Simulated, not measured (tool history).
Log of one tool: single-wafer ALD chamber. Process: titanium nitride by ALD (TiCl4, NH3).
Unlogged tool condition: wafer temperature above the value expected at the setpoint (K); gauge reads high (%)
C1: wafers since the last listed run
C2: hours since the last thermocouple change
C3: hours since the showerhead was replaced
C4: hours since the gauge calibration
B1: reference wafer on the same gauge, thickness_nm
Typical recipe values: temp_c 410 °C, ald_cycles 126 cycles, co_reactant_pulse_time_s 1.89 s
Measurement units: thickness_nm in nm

Run 1, hour 0: usual settings; C1 0; C2 795.3; C3 3975.8; C4 107.7; B1 2.483. Result: thickness_nm 2.803 nm.
Run 2, hour 76.3: usual settings but co_reactant_pulse_time_s 2.26 s; C1 162; C2 871.6; C3 4052.1; C4 184; B1 2.49. Result: thickness_nm 2.843 nm.
Run 3, hour 91.5: usual settings but co_reactant_pulse_time_s 2.26 s; C1 32; C2 886.8; C3 4067.3; C4 199.2; B1 2.488. Result: thickness_nm 2.829 nm.
Run 4, hour 112.3: usual settings but co_reactant_pulse_time_s 2.26 s; C1 44; C2 907.6; C3 4088.1; C4 220; B1 2.492. Result: thickness_nm 2.841 nm.
Run 5, hour 128.7: usual settings; C1 34; C2 924; C3 4104.5; C4 236.4; B1 2.49. Result: thickness_nm 2.825 nm.
Run 6, hour 149: usual settings; C1 43; C2 944.3; C3 4124.8; C4 256.7; B1 2.497. Result: thickness_nm 2.805 nm.
At hour 165.6: thermocouple changed; heater temperature recalibrated.
At hour 230.6: showerhead replaced.
Run 7, hour 231.1: usual settings; C1 140; C2 65.5; C3 0.5; C4 338.8; B1 2.509. Result: thickness_nm 2.835 nm.
At hour 232.6: gauge calibrated.
Run 8, hour 245.9: usual settings; C1 31; C2 80.3; C3 15.3; C4 13.3; B1 2.483. Result: thickness_nm 2.809 nm.
Run 9, hour 277.2: usual settings; C1 66; C2 111.6; C3 46.6; C4 44.6; B1 2.478. Result: thickness_nm 2.802 nm.
Run 10, hour 308.3: usual settings but temp_c 402 °C; C1 66; C2 142.7; C3 77.7; C4 75.7; B1 2.481. Result: thickness_nm 2.788 nm.

What will run 11 give?
Run 11, hour 334.2: usual settings; C1 55; C2 168.6; C3 103.6; C4 101.6; B1 ?. Result: thickness_nm ?.

B1: 2.48
thickness_nm: 2.809 nm
Take away the tool's hidden state, keep the run-to-run variation as it was, and the same run would have given thickness_nm 2.806 nm.
